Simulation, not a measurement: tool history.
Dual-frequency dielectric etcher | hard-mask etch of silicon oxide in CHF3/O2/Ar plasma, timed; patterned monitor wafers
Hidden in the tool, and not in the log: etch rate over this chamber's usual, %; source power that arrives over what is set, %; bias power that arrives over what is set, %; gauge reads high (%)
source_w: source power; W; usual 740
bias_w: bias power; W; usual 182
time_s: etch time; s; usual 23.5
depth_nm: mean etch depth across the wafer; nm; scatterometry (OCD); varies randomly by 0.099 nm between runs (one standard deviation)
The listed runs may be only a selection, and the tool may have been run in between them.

run,hour,source_w,bias_w,time_s,wafers since the last listed run,hours since the last wet clean,hours since the last source power generator calibration,hours since the last bias power generator calibration,hours since the last upper electrode change,hours since the gauge calibration,"read-back reference wafer on the same gauge, depth_nm",depth_nm
1,0.0,740,182,19.0,0,525.7,2694.2,2600.7,4359.0,214.0,51,40.5
2,19.9,620,182,23.5,413,545.6,2714.1,2620.6,4378.9,233.9,51,47.6
3,53.9,620,182,23.5,706,579.6,2748.1,2654.6,4412.9,267.9,51,47.7
# hour 104.8: wet clean of the chamber
4,105.3,740,182,23.5,568,0.5,2799.5,2706.0,4464.3,319.3,51,49.7
5,151.7,740,182,23.5,963,46.9,2845.9,2752.4,4510.7,365.7,51,49.7
6,172.0,740,182,23.5,421,67.2,2866.2,2772.7,4531.0,386.0,51,49.8
7,189.2,790,182,23.5,357,84.4,2883.4,2789.9,4548.2,403.2,51,50.7
8,207.9,790,182,23.5,388,103.1,2902.1,2808.6,4566.9,421.9,51,50.8
# hour 212.0: bias power generator calibrated
9,224.8,780,182,28.5,267,120.0,2919.0,12.8,4583.8,438.8,51,61.2
10,246.0,780,182,28.5,440,141.2,2940.2,34.0,4605.0,460.0,51,61.4
11,272.1,830,182,23.5,541,167.3,2966.3,60.1,4631.1,486.1,51,51.6
# hour 282.1: source power generator calibrated
12,293.2,590,151,26.5,355,188.4,11.1,81.2,4652.2,507.2,51,50.8
13,315.1,740,217,23.5,454,210.3,33.0,103.1,4674.1,529.1,51,51.7
# hour 339.4: gauge calibrated
14,354.1,740,213,26.0,809,249.3,72.0,142.1,4713.1,14.7,51,56.9
15,374.1,620,211,27.5,415,269.3,92.0,162.1,4733.1,34.7,51,57.2
16,391.2,610,138,28.0,355,286.4,109.1,179.2,4750.2,51.8,51,53.2
17,418.3,660,182,30.5,562,313.5,136.2,206.3,4777.3,78.9,51,62.9
18,440.0,740,207,23.5,450,335.2,157.9,228.0,4799.0,100.6,51,51.5
# hour 559.6: upper electrode replaced
19,560.1,850,198,17.0,1995,455.3,278.0,348.1,0.5,220.7,51,38.4
20,561.5,740,182,29.5,29,456.7,279.4,349.5,1.9,222.1,51,62.9
21,582.6,740,182,23.5,438,477.8,300.5,370.6,23.0,243.2,51,50.0
22,617.9,740,182,23.5,733,513.1,335.8,405.9,58.3,278.5,51,50.2
23,651.7,870,182,23.5,701,546.9,369.6,439.7,92.1,312.3,51,52.5
24,667.7,890,182,26.0,332,562.9,385.6,455.7,108.1,328.3,51,58.7
25,682.1,740,153,23.5,299,577.3,400.0,470.1,122.5,342.7,51,48.8
# hour 715.1: wet clean of the chamber
26,715.6,740,212,26.0,197,0.5,433.5,503.6,156.0,376.2,51,56.5
27,725.6,740,182,23.5,207,10.5,443.5,513.6,166.0,386.2,51,49.6
28,740.0,740,182,23.5,299,24.9,457.9,528.0,180.4,400.6,51,49.8
29,774.3,580,182,23.5,712,59.2,492.2,562.3,214.7,434.9,51,46.4

What if the next run were any one of these 5? Each begins from the tool's condition after run 29:
A,774.7,740,182,23.5,8,59.6,492.6,562.7,215.1,435.3,?,?
B,774.7,740,225,28.5,8,59.6,492.6,562.7,215.1,435.3,?,?
C,774.7,620,199,23.5,8,59.6,492.6,562.7,215.1,435.3,?,?
D,774.7,740,182,30.0,8,59.6,492.6,562.7,215.1,435.3,?,?
E,774.7,740,210,23.5,8,59.6,492.6,562.7,215.1,435.3,?,?

run,"read-back reference wafer on the same gauge, depth_nm",depth_nm
A,51,49.9
B,51,63.3
C,51,48.3
D,51,63.7
E,51,51.4
Without the tool's unlogged condition, the same runs would have read:
run,depth_nm
A,49.8
B,63.2
C,48.2
D,63.6
E,51.3

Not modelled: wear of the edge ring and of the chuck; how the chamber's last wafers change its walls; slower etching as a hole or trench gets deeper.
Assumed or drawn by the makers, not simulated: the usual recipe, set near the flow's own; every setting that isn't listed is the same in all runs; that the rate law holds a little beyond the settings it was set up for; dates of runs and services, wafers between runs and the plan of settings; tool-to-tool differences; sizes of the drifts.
